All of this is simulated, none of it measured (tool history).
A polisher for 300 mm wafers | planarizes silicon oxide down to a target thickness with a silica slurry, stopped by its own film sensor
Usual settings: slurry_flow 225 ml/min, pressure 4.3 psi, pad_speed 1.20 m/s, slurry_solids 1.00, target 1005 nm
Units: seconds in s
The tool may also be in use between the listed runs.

run	hour	slurry_flow	pressure	pad_speed	slurry_solids	target	incoming thickness of the incoming film, nm	seconds
1	0.0	225	4.3	1.46	1.00	1005	1318.4	100.2
2	31.4	225	4.3	1.46	1.00	1005	1322.9	103.4
3	61.3	225	4.3	1.46	1.00	1005	1315.2	104.9
4	77.6	225	4.3	1.20	1.00	1005	1330.4	122.4
# hour 89.5: worn pad replaced by a new one
5	112.9	225	4.3	1.20	1.00	1005	1328.4	110.5
6	136.7	225	4.3	1.20	1.00	1005	1320.1	109.1
7	160.1	225	4.3	1.52	1.00	1005	1313.0	98.5
# hour 167.5: head pressure recalibrated
# hour 174.3: slurry nozzle cleaned
8	193.3	225	4.3	1.20	1.00	1050	1298.8	91.8
# hour 205.2: conditioning disc replaced and pad reconditioned
9	213.6	225	5.0	1.20	1.00	913	1338.2	135.7
# hour 228.4: worn pad replaced by a new one
10	231.0	225	4.3	1.54	0.85	1005	1317.8	102.2
# hour 249.2: slurry blender recalibrated
11	252.8	225	4.3	1.20	1.00	1110	1341.4	80.2

The next listed run, before its measurement:
12	271.1	280	4.3	1.58	0.85	1047	1312.9	?

seconds: 85.3 s
Without the tool's hidden state the same run would have given seconds 81.7 s.
